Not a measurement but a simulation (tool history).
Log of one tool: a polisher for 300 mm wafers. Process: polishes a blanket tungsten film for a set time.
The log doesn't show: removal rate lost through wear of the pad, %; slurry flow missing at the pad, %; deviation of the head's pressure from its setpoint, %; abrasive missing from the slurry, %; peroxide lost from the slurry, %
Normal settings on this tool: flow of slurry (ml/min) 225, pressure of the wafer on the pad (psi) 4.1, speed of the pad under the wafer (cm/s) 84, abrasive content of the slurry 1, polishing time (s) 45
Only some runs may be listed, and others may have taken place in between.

| run | hour | flow of slurry (ml/min) | pressure of the wafer on the pad (psi) | speed of the pad under the wafer (cm/s) | abrasive content of the slurry | polishing time (s) | wafers since the last listed run | wafers polished on this pad | hours since the slurry nozzle was cleaned | hours since the head pressure was calibrated | hours since the slurry blender was calibrated | hours since the slurry got fresh peroxide | incoming thickness of the incoming film, nm | film removed (Å) |
|---|---|---|---|---|---|---|---|---|---|---|---|---|---|---|
| 1 | 0 | 225 | 4.1 | 84 | 1 | 45 | 0 | 3448 | 86.4 | 276.5 | 56 | 226.2 | 856.8 | 2062 |
| 2 | 63.5 | 225 | 4.1 | 84 | 1 | 45 | 467 | 3916 | 149.9 | 340 | 119.5 | 289.7 | 836.9 | 2025 |
| 3 | 139.6 | 225 | 4.1 | 84 | 1 | 45 | 560 | 4477 | 226 | 416.1 | 195.6 | 365.8 | 839.6 | 1991 |
| 4 | 187.1 | 170 | 5.2 | 98 | 1 | 33 | 349 | 4826 | 273.5 | 463.6 | 243.1 | 413.3 | 844.3 | 2013 |
| 5 | 244.3 | 225 | 4.1 | 70 | 1 | 45 | 421 | 5248 | 330.7 | 520.8 | 300.3 | 470.5 | 835.4 | 1753 |
| 6 | 302.1 | 225 | 3.2 | 84 | 0.9 | 55 | 425 | 5673 | 388.5 | 578.6 | 358.1 | 528.3 | 839.9 | 1838 |
|  | 335.5 | worn pad replaced by a new one |
| 7 | 408.5 | 225 | 4.1 | 104 | 1.25 | 45 | 754 | 537 | 494.9 | 685 | 464.5 | 634.7 | 853.3 | 2391 |
|  | 433.3 | head pressure recalibrated |
|  | 464.5 | slurry tank refilled with fresh slurry and peroxide |
| 8 | 506.3 | 225 | 4.5 | 62 | 1 | 60 | 698 | 1235 | 592.7 | 73 | 562.3 | 41.8 | 833.6 | 2369 |
| 9 | 610.3 | 225 | 4.1 | 96 | 1 | 39 | 765 | 2001 | 696.7 | 177 | 666.3 | 145.8 | 841.7 | 1898 |
|  | 627.8 | slurry blender recalibrated |
|  | 651.2 | slurry nozzle cleaned |
| 10 | 694.5 | 305 | 4.1 | 84 | 1 | 45 | 598 | 2599 | 43.3 | 261.2 | 66.7 | 230 | 833.9 | 2076 |
| 11 | 864.1 | 305 | 4.1 | 84 | 1 | 45 | 1249 | 3848 | 212.9 | 430.8 | 236.3 | 399.6 | 841.7 | 2031 |
| 12 | 909.8 | 225 | 4.1 | 84 | 1 | 45 | 336 | 4185 | 258.6 | 476.5 | 282 | 445.3 | 828.6 | 1998 |
| 13 | 969.4 | 290 | 4.1 | 84 | 0.9 | 45 | 438 | 4624 | 318.2 | 536.1 | 341.6 | 504.9 | 837.4 | 1962 |
| 14 | 1036.3 | 225 | 4.1 | 84 | 1 | 45 | 492 | 5117 | 385.1 | 603 | 408.5 | 571.8 | 844.1 | 1944 |

Predict the results of run 15:
|  | 1097.3 | head pressure recalibrated |
| 15 | 1113 | 200 | 3.6 | 96 | 1.2 | 45 | 550 | 5667 | 461.8 | 15.7 | 485.2 | 648.5 | 854.2 | ? |

{"run 15": {"film removed (Å)": 2043}}
The same run, on a tool lacking any hidden state, would have yielded film removed (Å) 2102.
